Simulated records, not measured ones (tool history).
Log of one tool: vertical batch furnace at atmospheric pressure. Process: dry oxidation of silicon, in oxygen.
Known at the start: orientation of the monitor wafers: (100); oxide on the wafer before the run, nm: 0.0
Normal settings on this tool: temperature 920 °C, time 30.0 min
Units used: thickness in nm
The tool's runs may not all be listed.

run    hour  temperature  time  read-back reference wafer on the same gauge, thickness  thickness
  1     0.0          920  30.0                                                   13.10      12.83
  2    66.7          920  30.0                                                   13.09      12.79
  3   128.9          920  30.0                                                   13.11      12.83
  4   196.9          920  30.0                                                   13.09      12.77
  5   223.7          920  30.0                                                   13.09      12.92
  6   287.4          938  30.0                                                   13.09      15.23
  7   357.8          920  30.0                                                   13.08      12.59
      428.4  -- boat lift adjusted
  8   428.9          920  30.0                                                   13.11      13.14
  9   500.9          920  30.0                                                   13.10      13.17
 10   539.9          935  30.0                                                   13.09      15.35
 11   576.0          935  30.0                                                   13.10      15.10
 12   641.0          920  30.0                                                   13.11      13.24
 13   688.4          920  30.0                                                   13.09      13.30
 14   719.7          920  30.0                                                   13.10      13.20
      777.2  -- thermocouples replaced and temperature profile calibrated
 15   777.7          920  30.0                                                   13.10      13.19
 16   821.9          920  30.0                                                   13.09      13.10
 17   892.5          920  30.0                                                   13.11      13.29
 18   958.3          935  16.5                                                   13.10      10.23
 19   992.2          943  35.5                                                   13.10      18.75
 20  1035.1          943  35.5                                                   13.09      18.87
 21  1078.1          904  19.5                                                   13.08       8.23
     1102.4  -- gauge calibrated
 22  1125.7          920  30.0                                                   13.10      13.13
 23  1180.6          910  15.5                                                   13.11       7.52
 24  1234.4          936  44.0                                                   13.09      19.81
 25  1290.4          920  37.5                                                   13.10      15.32

Predict the results of run 26:
 26  1323.4          929  38.0                                                       ?          ?

read-back reference wafer on the same gauge, thickness: 13.09
thickness: 16.82 nm
Minus the tool's unlogged condition, the same run would have read thickness 16.95 nm.
